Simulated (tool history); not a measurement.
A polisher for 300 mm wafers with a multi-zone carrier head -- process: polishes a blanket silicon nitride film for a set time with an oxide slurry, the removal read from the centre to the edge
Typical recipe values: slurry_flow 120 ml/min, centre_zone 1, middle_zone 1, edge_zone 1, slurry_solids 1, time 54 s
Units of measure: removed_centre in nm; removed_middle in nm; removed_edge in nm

run     day  slurry_flow  centre_zone  middle_zone  edge_zone  slurry_solids  time  incoming thickness of the incoming film, nm  removed_centre  removed_middle  removed_edge
  1       0          120            1            1          1              1    54                                        452.3            30.6            29.6          30.1
  2   2.267          120            1            1          1              1    54                                        444.6            29.3            29.1          30.5
  3   5.638          120            1            1          1              1    54                                        451.1              29            28.9          29.8
  4   7.838           80         1.09          0.9          1              1    69                                        447.8            37.9            31.8          35.8
     10.912  -- slurry nozzle cleaned
  5  12.267          120            1            1          1              1    54                                        447.4            27.8            27.6          28.5
     14.571  -- worn pad replaced by a new one
  6  14.896          120            1            1          1              1    69                                        448.3            39.1            38.7          39.7
  7  18.804          120         1.06            1          1              1    54                                        452.2            32.3            29.8          31.3
     21.412  -- carrier head's membrane replaced by a new one
  8  28.967          120            1            1       1.03              1    41                                        448.6              22            22.1          23.3
     31.642  -- edge zone pressure recalibrated
  9  32.933          120            1            1          1              1    54                                        448.1            28.4            28.5          29.5
     35.479  -- centre zone pressure recalibrated
 10  35.504          120            1            1          1            1.2    68                                        445.4              38            37.8          38.2
     36.742  -- slurry nozzle cleaned
 11  38.646          120            1            1          1              1    54                                        443.7            27.5            27.1          28.6
 12  40.804          120            1         0.92          1           0.85    71                                        450.8            34.3            31.5          34.5
     44.058  -- worn pad replaced by a new one
 13  44.804          155            1         1.07          1              1    54                                        451.2            32.6            33.2          32.3
 14  46.825          120            1            1          1              1    54                                        453.3            31.8            30.4          31.1
 15  50.675          120         0.92         0.94       0.95              1    54                                          443            28.9            28.8          30.4
 16    53.7          120            1            1       0.92              1    73                                        453.3              40            40.4          40.7
 17  56.929          120         0.95            1       0.93            0.7    54                                        451.1            25.2            26.4          26.2
 18  59.358          120            1            1          1              1    54                                        446.9              30            29.3          29.8
     59.946  -- slurry nozzle cleaned
 19  63.596          120         0.95            1          1              1    37                                        455.1            18.7            19.7          20.2
 20  66.221          120            1          0.9          1              1    54                                        448.9            29.1            26.2          29.4
     67.504  -- worn pad replaced by a new one
 21  69.179          120            1         0.94       0.96              1    54                                        445.1            30.4            29.1          30.4
 22  71.167          120            1            1       1.06              1    68                                        440.4            38.3              38          40.8

How would selected steps in removed_centre from run to run divide? Give the signed amount a tool lacking its hidden state would still show from settings, what came in and random variation, and the signed amount left for the hidden state, including any gauge scatter that is not in both of the compared results.
What the log doesn't record here: removal rate lost through wear of the pad, %; slurry flow missing at the pad, %; deviation of the centre zone's pressure from its setpoint, %; deviation of the edge zone's pressure from its setpoint, %.
Run 5 -> 6: time 54 -> 69, worn pad replaced by a new one. removed_centre +11.3 nm: hidden state +2.4, all else +8.9.
Run 12 -> 13: slurry_flow 120 -> 155, middle_zone 0.92 -> 1.07, slurry_solids 0.85 -> 1, time 71 -> 54, worn pad replaced by a new one. removed_centre -1.7 nm: hidden state +4.4, all else -6.1.
Run 16 -> 17: centre_zone 1 -> 0.95, edge_zone 0.92 -> 0.93, slurry_solids 1 -> 0.7, time 73 -> 54. removed_centre -14.8 nm: hidden state -0.2, all else -14.6.

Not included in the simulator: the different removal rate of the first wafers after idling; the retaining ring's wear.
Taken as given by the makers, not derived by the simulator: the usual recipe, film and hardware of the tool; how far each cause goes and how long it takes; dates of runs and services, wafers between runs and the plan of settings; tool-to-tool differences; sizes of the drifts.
